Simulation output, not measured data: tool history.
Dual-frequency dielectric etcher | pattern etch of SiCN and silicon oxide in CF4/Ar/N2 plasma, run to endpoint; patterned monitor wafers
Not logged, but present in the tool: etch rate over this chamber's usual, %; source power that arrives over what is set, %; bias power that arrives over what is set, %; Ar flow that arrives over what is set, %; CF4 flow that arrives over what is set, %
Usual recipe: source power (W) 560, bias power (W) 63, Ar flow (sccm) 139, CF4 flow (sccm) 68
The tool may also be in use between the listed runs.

run     day  source power (W)  bias power (W)  Ar flow (sccm)  CF4 flow (sccm)  wafers since the last listed run  hours since the last wet clean  hours since the last source power generator calibration  hours since the last bias power generator calibration  hours since the last Ar flow controller change  hours since the last CF4 flow controller change  hours since the last upper electrode change  incoming incoming film thickness, nm  endpoint time (s)
  1       0               560              63             139               68                                 0                           492.4                                                   3052.6                                                 4057.9                                          5524.1                                           2097.1                                       2372.2                                 11.33                 12
  2   0.325               560              63             139               68                                90                           500.2                                                   3060.4                                                 4065.7                                          5531.9                                           2104.9                                         2380                                 11.22               11.9
  3   0.688               560              63             139               68                               100                           508.9                                                   3069.1                                                 4074.4                                          5540.6                                           2113.6                                       2388.7                                 11.29                 12
  4     1.3               560              63             139               68                               170                           523.6                                                   3083.8                                                 4089.1                                          5555.3                                           2128.3                                       2403.4                                  11.3               11.9
  5   1.975               560              63             139               68                               187                           539.8                                                     3100                                                 4105.3                                          5571.5                                           2144.5                                       2419.6                                 11.38               12.2
  6   2.271               560              63             139               68                                82                           546.9                                                   3107.1                                                 4112.4                                          5578.6                                           2151.6                                       2426.7                                 11.33                 12
  7    2.75               560              63             139               68                               133                           558.4                                                   3118.6                                                 4123.9                                          5590.1                                           2163.1                                       2438.2                                 11.38               12.2
  8   3.383               560              63             139               68                               175                           573.6                                                   3133.8                                                 4139.1                                          5605.3                                           2178.3                                       2453.4                                  11.4               12.2
  9   3.917               560              63             139               68                               148                           586.4                                                   3146.6                                                 4151.9                                          5618.1                                           2191.1                                       2466.2                                 11.39               12.2
       4.25  -- source power generator calibrated
 10   4.517               560              67             139               68                               120                           600.8                                                      6.4                                                 4166.3                                          5632.5                                           2205.5                                       2480.6                                 11.22               11.8
 11   4.946               440              69             156               77                               119                           611.1                                                     16.7                                                 4176.6                                          5642.8                                           2215.8                                       2490.9                                 11.35               15.8
      5.862  -- Ar flow controller replaced
      5.946  -- wet clean of the chamber
      5.962  -- CF4 flow controller replaced
 12   5.983               690              63             171               68                               191                             0.9                                                     41.6                                                 4201.5                                             2.9                                              0.5                                       2515.8                                 11.26                9.5
 13   6.088               560              63             139               68                                28                             3.4                                                     44.1                                                   4204                                             5.4                                                3                                       2518.3                                 11.22               11.5
 14   6.829               560              63             139               64                               206                            21.2                                                     61.9                                                 4221.8                                            23.2                                             20.8                                       2536.1                                 11.39               11.8
      7.808  -- bias power generator calibrated
      7.892  -- upper electrode replaced
 15   8.125               670              63             139               76                               290                            52.3                                                       93                                                    7.6                                            54.3                                             51.9                                          5.6                                 11.35                9.4
 16   8.583               630              71             139               68                               127                            63.3                                                      104                                                   18.6                                            65.3                                             62.9                                         16.6                                 11.33                9.9
 17   9.233               560              73             113               56                               180                            78.9                                                    119.6                                                   34.2                                            80.9                                             78.5                                         32.2                                 11.19               10.8
 18   9.917               430              63             139               68                               189                            95.3                                                      136                                                   50.6                                            97.3                                             94.9                                         48.6                                 11.26               15.7
 19  10.192               650              75             120               55                                76                           101.9                                                    142.6                                                   57.2                                           103.9                                            101.5                                         55.2                                 11.27                9.3
 20  10.671               560              63             139               68                               133                           113.4                                                    154.1                                                   68.7                                           115.4                                              113                                         66.7                                 11.28               11.7
 21  11.079               620              63             154               68                               113                           123.2                                                    163.9                                                   78.5                                           125.2                                            122.8                                         76.5                                 11.32               10.6
 22  11.617               690              63             171               68                               149                           136.1                                                    176.8                                                   91.4                                           138.1                                            135.7                                         89.4                                 11.27                9.7
 23  12.025               650              50             139               52                               113                           145.9                                                    186.6                                                  101.2                                           147.9                                            145.5                                         99.2                                 11.31               11.3
 24  12.383               560              63             169               53                                99                           154.5                                                    195.2                                                  109.8                                           156.5                                            154.1                                        107.8                                 11.23               12.8

Take each entry between the runs: how does the hidden state at the last listed run before it differ from the hidden state at the first listed run after it?
Run 9 -> run 10: source power generator calibrated (day 4.25)
  etch rate over this chamber's usual, %: -4.88 -> -5.01
  measured minus no-state result, endpoint time (s): +0.6 -> +0.6
Run 11 -> run 12: Ar flow controller replaced (day 5.862); wet clean of the chamber (day 5.946); CF4 flow controller replaced (day 5.962)
  etch rate over this chamber's usual, %: -5.11 -> -0.358
  measured minus no-state result, endpoint time (s): +0.8 -> +0
Run 14 -> run 15: bias power generator calibrated (day 7.808); upper electrode replaced (day 7.892)
  etch rate over this chamber's usual, %: -0.545 -> -0.832
  measured minus no-state result, endpoint time (s): +0.1 -> +0.1
